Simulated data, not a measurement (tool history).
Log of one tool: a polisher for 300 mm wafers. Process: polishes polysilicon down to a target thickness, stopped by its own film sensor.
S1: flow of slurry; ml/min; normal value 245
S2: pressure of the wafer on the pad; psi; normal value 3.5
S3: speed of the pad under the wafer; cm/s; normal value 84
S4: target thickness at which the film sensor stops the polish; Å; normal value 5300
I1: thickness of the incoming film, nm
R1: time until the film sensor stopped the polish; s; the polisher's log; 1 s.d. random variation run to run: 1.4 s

run     day   S1   S2   S3    S4      I1     R1
  1       0  295  3.5   84  5300  1436.6  116.2
  2   0.517  245  3.5   84  5300  1440.4  122.7
  3   0.783  245  3.5   84  7470    1442   92.8
  4   1.471  245  3.5   84  7470  1437.1   94.3
      2.083  -- worn pad replaced by a new one
  5   2.758  245  3.5   84  7470  1441.1   81.5
  6   3.388  245  3.5   84  5300  1443.9  110.5
  7   3.683  245  3.5   84  5300  1417.3  109.4
  8   4.021  245  3.5   84  5300  1436.3  111.3
  9   4.546  245  3.5   84  4480  1427.7  120.9
 10   5.242  245  3.5   84  4480  1469.3  129.4
 11   5.783  310  3.5   72  5300  1465.6  137.1
 12   6.392  310  3.5   72  5300  1438.2  133.6
 13   6.717  310  3.5   72  5300  1448.6  136.3
       7.45  -- slurry nozzle cleaned
 14   7.471  245  3.5   84  5300  1434.5  119.9
 15   7.983  245  3.5   84  5300    1445  119.2
 16   8.683  245  3.5   84  5300  1426.2  122.6
 17   9.354  245  3.5   84  5300  1423.6  121.9
 18   9.746  245  3.5   84  5300  1425.3  124.6
     11.104  -- worn pad replaced by a new one
 19   11.85  245  3.5   84  5300  1415.3  114.9
 20  12.404  270  2.6  104  7120    1466    102
 21  12.712  175  2.6   84  5300  1431.3  162.8
 22  13.012  245  2.9   84  5300    1432  146.8
       13.1  -- head pressure recalibrated
 23  13.692  320  3.5   84  5300  1442.4  107.5
 24  14.079  245  3.5   84  5300  1432.6    108
 25  15.796  295  3.5   84  5300  1452.7  111.2
 26  16.517  305  4.5   94  5300  1426.8   78.9
 27  16.988  245  2.5   84  5300  1451.3  149.1
 28  17.517  245  3.5   94  6750  1434.3   82.3
 29  17.875  245  3.5   84  5300  1452.6  116.8
 30  18.225  270  3.5   84  7730  1428.6   81.4
 31  18.821  245  2.4  112  7950  1453.9   86.7
 32  19.492  270  2.7   84  5300  1452.6  148.6
     20.196  -- worn pad replaced by a new one
 33  20.217  185  2.3   84  4270  1454.7  176.7
 34  21.312  245  4.2   84  5300  1452.9   92.8
 35  21.821  210  3.5   84  3600  1445.9  128.4
 36  22.508  215  2.9   98  7810  1417.7   77.9
 37    22.8  245  3.5   84  5300  1422.5  104.1

Below are 4 alternative next runs, each starting from the tool's condition after run 37. Predict each:
  A  22.821  245  3.5  102  5300  1455.5   ?
  B  22.821  160    4   84  5300  1455.5   ?
  C  22.821  210  3.5   84  4280  1455.5   ?
  D  22.821  275  3.5   84  5300  1455.5   ?

run     R1
  A   89.9
  B    100
  C  122.7
  D  108.3
Without the tool's unlogged condition, the same runs would have read:
run     R1
  A   84.1
  B   93.5
  C  114.7
  D  101.3
